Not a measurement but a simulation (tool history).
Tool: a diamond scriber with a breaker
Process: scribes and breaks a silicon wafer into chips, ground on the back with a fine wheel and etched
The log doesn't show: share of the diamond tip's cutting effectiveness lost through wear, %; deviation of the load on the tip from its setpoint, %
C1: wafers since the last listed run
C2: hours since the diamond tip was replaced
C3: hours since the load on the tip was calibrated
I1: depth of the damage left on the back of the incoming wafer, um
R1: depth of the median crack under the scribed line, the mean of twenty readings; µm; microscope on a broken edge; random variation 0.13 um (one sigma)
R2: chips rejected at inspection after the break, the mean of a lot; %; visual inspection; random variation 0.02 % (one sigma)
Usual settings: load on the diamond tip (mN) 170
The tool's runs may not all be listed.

Run 1, hour 0.0: usual settings; C1 0; C2 330.8; C3 279.3; I1 0.63. Result: R1 8.42 µm, R2 0.78 %.
Run 2, hour 91.0: usual settings but load on the diamond tip (mN) 143; C1 171; C2 421.8; C3 370.3; I1 0.80. Result: R1 7.81 µm, R2 1.99 %.
Run 3, hour 159.0: usual settings but load on the diamond tip (mN) 153; C1 128; C2 489.8; C3 438.3; I1 0.60. Result: R1 8.09 µm, R2 1.38 %.
Run 4, hour 238.1: usual settings but load on the diamond tip (mN) 153; C1 149; C2 568.9; C3 517.4; I1 0.74. Result: R1 7.93 µm, R2 1.66 %.
Run 5, hour 298.8: usual settings but load on the diamond tip (mN) 153; C1 114; C2 629.6; C3 578.1; I1 0.42. Result: R1 7.69 µm, R2 1.60 %.
Run 6, hour 343.1: usual settings but load on the diamond tip (mN) 198; C1 83; C2 673.9; C3 622.4; I1 0.67. Result: R1 8.75 µm, R2 0.51 %.
Run 7, hour 408.6: usual settings but load on the diamond tip (mN) 131; C1 123; C2 739.4; C3 687.9; I1 0.43. Result: R1 7.55 µm, R2 3.29 %.
At hour 412.9: load on the tip recalibrated.
Run 8, hour 506.5: usual settings but load on the diamond tip (mN) 131; C1 180; C2 837.3; C3 93.6; I1 0.63. Result: R1 7.87 µm, R2 2.15 %.
Run 9, hour 598.2: usual settings; C1 172; C2 929.0; C3 185.3; I1 0.65. Result: R1 8.23 µm, R2 0.65 %.
Run 10, hour 643.5: usual settings; C1 85; C2 974.3; C3 230.6; I1 0.34. Result: R1 8.24 µm, R2 0.71 %.
Run 11, hour 713.0: usual settings; C1 131; C2 1043.8; C3 300.1; I1 0.68. Result: R1 8.32 µm, R2 0.78 %.
At hour 781.3: diamond tip replaced by a new one.
Run 12, hour 820.2: usual settings but load on the diamond tip (mN) 208; C1 198; C2 38.9; C3 407.3; I1 0.74. Result: R1 9.02 µm, R2 0.60 %.
Run 13, hour 899.2: usual settings but load on the diamond tip (mN) 208; C1 148; C2 117.9; C3 486.3; I1 0.37. Result: R1 8.68 µm, R2 0.53 %.
Run 14, hour 985.5: usual settings but load on the diamond tip (mN) 208; C1 162; C2 204.2; C3 572.6; I1 0.69. Result: R1 9.06 µm, R2 0.55 %.
Run 15, hour 1076.2: usual settings; C1 170; C2 294.9; C3 663.3; I1 0.80. Result: R1 8.18 µm, R2 1.00 %.
At hour 1345.4: load on the tip recalibrated.
Run 16, hour 1374.3: usual settings but load on the diamond tip (mN) 155; C1 558; C2 593.0; C3 28.9; I1 0.79. Result: R1 8.27 µm, R2 0.83 %.
Run 17, hour 1439.1: usual settings but load on the diamond tip (mN) 155; C1 122; C2 657.8; C3 93.7; I1 0.72. Result: R1 8.06 µm, R2 0.87 %.
Run 18, hour 1536.3: usual settings but load on the diamond tip (mN) 155; C1 183; C2 755.0; C3 190.9; I1 0.43. Result: R1 8.13 µm, R2 1.04 %.
Run 19, hour 1631.9: usual settings but load on the diamond tip (mN) 154; C1 180; C2 850.6; C3 286.5; I1 0.69. Result: R1 8.26 µm, R2 1.23 %.
Run 20, hour 1675.3: usual settings but load on the diamond tip (mN) 120; C1 81; C2 894.0; C3 329.9; I1 0.70. Result: R1 7.26 µm, R2 3.83 %.
Run 21, hour 1754.9: usual settings; C1 150; C2 973.6; C3 409.5; I1 0.41. Result: R1 8.18 µm, R2 0.89 %.
Run 22, hour 1827.4: usual settings but load on the diamond tip (mN) 208; C1 136; C2 1046.1; C3 482.0; I1 0.49. Result: R1 9.11 µm, R2 0.54 %.
At hour 1832.5: diamond tip replaced by a new one.
Run 23, hour 1873.3: usual settings but load on the diamond tip (mN) 138; C1 82; C2 40.8; C3 527.9; I1 0.37. Result: R1 7.59 µm, R2 2.54 %.
Run 24, hour 1916.9: usual settings; C1 82; C2 84.4; C3 571.5; I1 0.31. Result: R1 8.16 µm, R2 0.94 %.
Run 25, hour 2002.1: usual settings but load on the diamond tip (mN) 210; C1 160; C2 169.6; C3 656.7; I1 0.64. Result: R1 8.96 µm, R2 0.58 %.
At hour 2047.3: load on the tip recalibrated.
Run 26, hour 2083.6: usual settings but load on the diamond tip (mN) 217; C1 149; C2 251.1; C3 36.3; I1 0.76. Result: R1 9.79 µm, R2 1.49 %.
Run 27, hour 2188.5: usual settings but load on the diamond tip (mN) 132; C1 197; C2 356.0; C3 141.2; I1 0.35. Result: R1 7.96 µm, R2 1.93 %.
Run 28, hour 2280.3: usual settings but load on the diamond tip (mN) 155; C1 173; C2 447.8; C3 233.0; I1 0.41. Result: R1 8.30 µm, R2 0.93 %.
Run 29, hour 2329.6: usual settings; C1 92; C2 497.1; C3 282.3; I1 0.42. Result: R1 8.56 µm, R2 0.62 %.
Run 30, hour 2388.7: usual settings but load on the diamond tip (mN) 206; C1 111; C2 556.2; C3 341.4; I1 0.44. Result: R1 9.10 µm, R2 0.67 %.
Run 31, hour 2493.9: usual settings but load on the diamond tip (mN) 139; C1 198; C2 661.4; C3 446.6; I1 0.50. Result: R1 7.52 µm, R2 1.93 %.
Run 32, hour 2543.3: usual settings but load on the diamond tip (mN) 221; C1 93; C2 710.8; C3 496.0; I1 0.55. Result: R1 9.48 µm, R2 0.84 %.
Run 33, hour 2631.9: usual settings but load on the diamond tip (mN) 121; C1 167; C2 799.4; C3 584.6; I1 0.62. Result: R1 7.23 µm, R2 3.48 %.
Run 34, hour 2695.5: usual settings but load on the diamond tip (mN) 188; C1 119; C2 863.0; C3 648.2; I1 0.56. Result: R1 8.78 µm, R2 0.52 %.
Run 35, hour 2774.0: usual settings; C1 147; C2 941.5; C3 726.7; I1 0.75. Result: R1 8.31 µm, R2 0.85 %.
Run 36, hour 2832.4: usual settings but load on the diamond tip (mN) 213; C1 110; C2 999.9; C3 785.1; I1 0.57. Result: R1 9.39 µm, R2 0.65 %.
Run 37, hour 2883.7: usual settings but load on the diamond tip (mN) 192; C1 96; C2 1051.2; C3 836.4; I1 0.73. Result: R1 8.46 µm, R2 0.55 %.
At hour 2920.3: load on the tip recalibrated.
Run 38, hour 2939.9: usual settings; C1 102; C2 1107.4; C3 19.6; I1 0.67. Result: R1 8.70 µm, R2 0.53 %.
Run 39, hour 3029.2: usual settings; C1 168; C2 1196.7; C3 108.9; I1 0.31. Result: R1 8.35 µm, R2 0.53 %.
At hour 3040.6: diamond tip replaced by a new one.
Run 40, hour 3126.4: usual settings but load on the diamond tip (mN) 189; C1 179; C2 85.8; C3 206.1; I1 0.78. Result: R1 8.92 µm, R2 0.61 %.

Some steps in R1 between neighbouring runs. How much of each would the tool show without its hidden state too (settings, what came in, random variation), and how much is left for the hidden state, with any gauge scatter that isn't in both results?
Run 15 -> 16: load on the diamond tip (mN) 170 -> 155, load on the tip recalibrated. R1 +0.09 µm: hidden state +0.47, all else -0.38.
Run 25 -> 26: load on the diamond tip (mN) 210 -> 217, load on the tip recalibrated. R1 +0.83 µm: hidden state +0.62, all else +0.21.
Run 26 -> 27: load on the diamond tip (mN) 217 -> 132. R1 -1.83 µm: hidden state -0.15, all else -1.68.
Run 31 -> 32: load on the diamond tip (mN) 139 -> 221. R1 +1.96 µm: hidden state -0.12, all else +2.08.
Run 32 -> 33: load on the diamond tip (mN) 221 -> 121. R1 -2.25 µm: hidden state +0.09, all else -2.34.
Run 37 -> 38: load on the diamond tip (mN) 192 -> 170, load on the tip recalibrated. R1 +0.24 µm: hidden state +0.42, all else -0.18.

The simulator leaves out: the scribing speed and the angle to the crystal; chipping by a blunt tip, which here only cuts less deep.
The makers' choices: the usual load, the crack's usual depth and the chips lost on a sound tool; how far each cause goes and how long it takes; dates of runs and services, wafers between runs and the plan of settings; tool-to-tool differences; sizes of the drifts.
